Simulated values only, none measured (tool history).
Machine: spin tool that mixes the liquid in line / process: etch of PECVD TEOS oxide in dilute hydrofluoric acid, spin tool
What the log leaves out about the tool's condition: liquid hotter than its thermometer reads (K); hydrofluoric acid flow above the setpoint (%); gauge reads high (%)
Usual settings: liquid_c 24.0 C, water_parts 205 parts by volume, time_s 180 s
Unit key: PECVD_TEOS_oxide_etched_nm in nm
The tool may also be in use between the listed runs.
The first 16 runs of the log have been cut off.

run	hour	liquid_c	water_parts	time_s	wafers since the last listed run	hours since the thermometer was replaced	hours since the hydrofluoric acid flow meter was replaced	hours since the gauge calibration	read-back film thickness of the PECVD TEOS oxide reference wafer, read on the same gauge (nm)	PECVD_TEOS_oxide_etched_nm
# hour 1286.2: hydrofluoric acid flow meter replaced
17	1311.1	24.0	300	115	876	329.0	24.9	319.1	140.01	2.88
18	1378.5	27.5	205	275	668	396.4	92.3	386.5	140.01	12.63
19	1481.7	27.5	205	275	1023	499.6	195.5	489.7	139.99	12.69
20	1544.4	25.5	145	245	621	562.3	258.2	552.4	139.98	15.90
21	1588.1	28.5	125	270	433	606.0	301.9	596.1	140.02	23.44
22	1625.0	24.0	205	85	365	642.9	338.8	633.0	140.01	3.47
23	1727.6	26.0	205	180	1017	745.5	441.4	735.6	140.02	7.89
24	1770.3	28.5	125	210	423	788.2	484.1	778.3	140.01	18.29
25	1832.1	24.0	205	180	612	850.0	545.9	840.1	140.01	7.31
26	1890.0	20.5	165	220	574	907.9	603.8	898.0	139.98	10.15
27	1933.5	29.0	295	140	431	951.4	647.3	941.5	140.02	4.27
28	2040.3	20.5	165	220	1059	1058.2	754.1	1048.3	139.99	10.18
29	2148.0	26.0	290	180	1068	1165.9	861.8	1156.0	139.97	5.06
30	2236.8	21.5	205	180	880	1254.7	950.6	1244.8	140.02	6.71
31	2312.5	24.0	270	180	750	1330.4	1026.3	1320.5	140.01	5.23
32	2373.4	27.5	205	275	604	1391.3	1087.2	1381.4	139.98	12.82

Forecast each of these 4 alternatives for the next run:
A	2373.9	24.0	175	180	4	1391.8	1087.7	1381.9	?	?
B	2373.9	25.5	115	285	4	1391.8	1087.7	1381.9	?	?
C	2373.9	19.0	205	180	4	1391.8	1087.7	1381.9	?	?
D	2373.9	24.0	305	180	4	1391.8	1087.7	1381.9	?	?

run	read-back film thickness of the PECVD TEOS oxide reference wafer, read on the same gauge (nm)	PECVD_TEOS_oxide_etched_nm
A	140.00	8.92
B	140.00	24.43
C	140.00	6.10
D	140.00	4.47
With the hidden condition removed and each run's random variation left untouched, the same runs would have given:
run	PECVD_TEOS_oxide_etched_nm
A	8.84
B	24.20
C	6.05
D	4.44

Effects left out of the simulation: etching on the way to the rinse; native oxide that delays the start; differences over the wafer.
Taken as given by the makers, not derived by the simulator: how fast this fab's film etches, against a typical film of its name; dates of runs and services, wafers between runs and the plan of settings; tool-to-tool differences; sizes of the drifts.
